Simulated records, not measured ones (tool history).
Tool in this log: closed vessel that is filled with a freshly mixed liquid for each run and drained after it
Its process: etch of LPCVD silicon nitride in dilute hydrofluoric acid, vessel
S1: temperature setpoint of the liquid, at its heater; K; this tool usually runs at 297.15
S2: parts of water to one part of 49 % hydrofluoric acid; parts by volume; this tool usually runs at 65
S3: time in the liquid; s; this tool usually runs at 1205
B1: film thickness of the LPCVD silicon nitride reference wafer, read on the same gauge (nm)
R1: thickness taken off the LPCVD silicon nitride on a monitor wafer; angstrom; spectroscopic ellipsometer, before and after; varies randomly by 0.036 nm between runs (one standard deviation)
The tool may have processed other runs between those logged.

run	hour	S1	S2	S3	B1	R1
1	0	297.15	65	1205	120.59	100.5
2	14.9	299.65	65	1205	120.68	117.8
3	41.6	299.65	65	1205	120.79	118
4	65	299.65	65	1205	120.96	117.7
5	100.7	297.15	65	1205	121.2	99.7
6	114.1	297.15	65	1205	121.32	100.2
# hour 125.6: hydrofluoric acid flow meter replaced
7	131.6	297.15	65	920	121.47	76.6
8	153.2	297.15	65	1205	121.65	100.3
9	170.8	297.15	65	1205	121.84	100.8
# hour 177.1: thermometer replaced
10	185.8	297.15	40	1205	121.94	162.5
# hour 204.3: gauge calibrated
11	219.6	297.15	85	490	120.28	31.2
12	239.3	294.15	65	990	120.28	66.9
13	258.4	297.15	65	1205	120.29	99.8
14	278.3	294.15	65	1530	120.32	103.5
15	308.5	293.65	65	1205	120.45	77.9
16	329	300.15	80	1205	120.47	98.7

3 ways to go on from here, each from the tool as it stands after run 16. What would each give?
A	330	297.15	45	1205	?	?
B	330	301.15	75	620	?	?
C	330	299.65	95	850	?	?

run	B1	R1
A	120.47	142.3
B	120.47	57.7
C	120.47	56.7
Had the tool no hidden state, the same runs would have come out as:
run	R1
A	141.7
B	57.4
C	56.5
